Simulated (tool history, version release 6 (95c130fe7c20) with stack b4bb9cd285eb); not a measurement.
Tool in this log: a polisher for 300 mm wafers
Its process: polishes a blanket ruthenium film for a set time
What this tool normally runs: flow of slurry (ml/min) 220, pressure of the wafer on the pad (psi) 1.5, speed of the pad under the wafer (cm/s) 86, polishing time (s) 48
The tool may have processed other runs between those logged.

| run | hour | flow of slurry (ml/min) | pressure of the wafer on the pad (psi) | speed of the pad under the wafer (cm/s) | polishing time (s) | wafers since the last listed run | wafers polished on this pad | hours since the slurry nozzle was cleaned | hours since the head pressure was calibrated | incoming thickness of the incoming film, nm | film removed (Å) |
|---|---|---|---|---|---|---|---|---|---|---|---|
| 1 | 0 | 220 | 1.5 | 86 | 48 | 0 | 1840 | 181.3 | 125.2 | 437.4 | 397 |
|  | 50.3 | worn pad replaced by a new one |
| 2 | 69.5 | 220 | 1.5 | 86 | 48 | 596 | 175 | 250.8 | 194.7 | 431.7 | 390 |
| 3 | 141.2 | 220 | 1.5 | 86 | 48 | 653 | 828 | 322.5 | 266.4 | 438.4 | 393 |
| 4 | 207.3 | 220 | 1.5 | 86 | 48 | 602 | 1430 | 388.6 | 332.5 | 436.9 | 387 |
| 5 | 256.6 | 220 | 1.5 | 86 | 48 | 449 | 1880 | 437.9 | 381.8 | 441.7 | 395 |
| 6 | 298.3 | 220 | 1.5 | 86 | 48 | 379 | 2260 | 479.6 | 423.5 | 434.4 | 392 |
|  | 316.8 | worn pad replaced by a new one |
| 7 | 355.3 | 220 | 1.1 | 86 | 48 | 482 | 351 | 536.6 | 480.5 | 437.6 | 310 |
| 8 | 413.1 | 220 | 1.5 | 86 | 48 | 526 | 877 | 594.4 | 538.3 | 444.2 | 380 |
| 9 | 510.1 | 220 | 1.5 | 86 | 48 | 883 | 1761 | 691.4 | 635.3 | 430.7 | 380 |
|  | 534.9 | slurry nozzle cleaned |
|  | 540.8 | worn pad replaced by a new one |
| 10 | 579.5 | 270 | 1.4 | 86 | 54 | 586 | 352 | 44.6 | 704.7 | 436.4 | 403 |
|  | 610.1 | head pressure recalibrated |
| 11 | 665.3 | 295 | 1.7 | 108 | 52 | 763 | 1116 | 130.4 | 55.2 | 432.4 | 607 |

For run 12, what comes out?
| 12 | 750.9 | 220 | 1.5 | 86 | 48 | 780 | 1896 | 216 | 140.8 | 442.4 | ? |

Run 12 measured film removed (Å) 395.
Without the tool's hidden state the same run would have given film removed (Å) 401.
